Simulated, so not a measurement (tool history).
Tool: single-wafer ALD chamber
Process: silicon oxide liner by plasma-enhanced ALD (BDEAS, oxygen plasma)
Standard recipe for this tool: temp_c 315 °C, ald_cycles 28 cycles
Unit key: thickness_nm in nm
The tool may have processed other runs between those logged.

run     day  temp_c  ald_cycles  wafers since the last listed run  hours since the last thermocouple change  hours since the gauge calibration  read-back reference wafer on the same gauge, thickness_nm  thickness_nm
  1   0.000     315          28                                 0                                     283.7                              643.7                                                      2.259         2.762
  2   1.775     315          28                               333                                     326.3                              686.3                                                      2.261         2.744
  3   4.283     315          28                               471                                     386.5                              746.5                                                      2.260         2.750
  4   6.525     326          28                               421                                     440.3                              800.3                                                      2.259         2.719
  5   8.571     326          28                               384                                     489.4                              849.4                                                      2.260         2.726
  6  11.342     326          28                               521                                     555.9                              915.9                                                      2.261         2.720
  7  12.746     315          28                               264                                     589.6                              949.6                                                      2.259         2.779
  8  14.233     315          28                               279                                     625.3                              985.3                                                      2.256         2.764
  9  16.808     306          28                               484                                     687.1                             1047.1                                                      2.259         2.812
 10  18.833     315          32                               380                                     735.7                             1095.7                                                      2.259         3.184
 11  21.667     315          32                               533                                     803.7                             1163.7                                                      2.261         3.160
 12  24.650     315          32                               561                                     875.3                             1235.3                                                      2.259         3.159
     25.833  -- gauge calibrated
 13  27.517     315          31                               539                                     944.1                               40.4                                                      2.261         3.060
 14  28.983     321          27                               275                                     979.3                               75.6                                                      2.262         2.645
     30.146  -- thermocouple changed; heater temperature recalibrated
 15  31.658     321          27                               440                                      36.3                              139.8                                                      2.260         2.635
 16  32.862     329          32                               226                                      65.2                              168.7                                                      2.259         3.062
 17  35.162     308          25                               432                                     120.4                              223.9                                                      2.262         2.489
 18  37.950     315          28                               524                                     187.3                              290.8                                                      2.260         2.753
 19  39.292     315          28                               252                                     219.5                              323.0                                                      2.262         2.762
 20  40.658     315          28                               257                                     252.3                              355.8                                                      2.260         2.755
 21  43.512     315          28                               536                                     320.8                              424.3                                                      2.260         2.764
 22  45.800     315          28                               430                                     375.7                              479.2                                                      2.262         2.759
 23  47.417     315          30                               304                                     414.5                              518.0                                                      2.260         2.957
 24  49.975     315          28                               481                                     475.9                              579.4                                                      2.261         2.761
 25  52.433     315          25                               462                                     534.9                              638.4                                                      2.261         2.475
 26  53.546     305          26                               209                                     561.6                              665.1                                                      2.260         2.619
 27  55.896     315          33                               442                                     618.0                              721.5                                                      2.260         3.260
 28  58.783     329          28                               543                                     687.3                              790.8                                                      2.261         2.703
 29  60.879     323          28                               394                                     737.6                              841.1                                                      2.259         2.727
 30  63.817     327          24                               552                                     808.1                              911.6                                                      2.261         2.339
 31  65.950     326          31                               401                                     859.3                              962.8                                                      2.259         3.016

The logged runs with the hidden state left out (each run's random variation unchanged):
The hidden state here: wafer temperature above the value expected at the setpoint (K); gauge reads high (%).
run  thickness_nm
  1         2.748
  2         2.729
  3         2.734
  4         2.701
  5         2.707
  6         2.699
  7         2.758
  8         2.743
  9         2.784
 10         3.158
 11         3.133
 12         3.132
 13         3.032
 14         2.621
 15         2.634
 16         3.059
 17         2.483
 18         2.744
 19         2.752
 20         2.743
 21         2.750
 22         2.743
 23         2.939
 24         2.742
 25         2.458
 26         2.592
 27         3.236
 28         2.681
 29         2.705
 30         2.319
 31         2.990
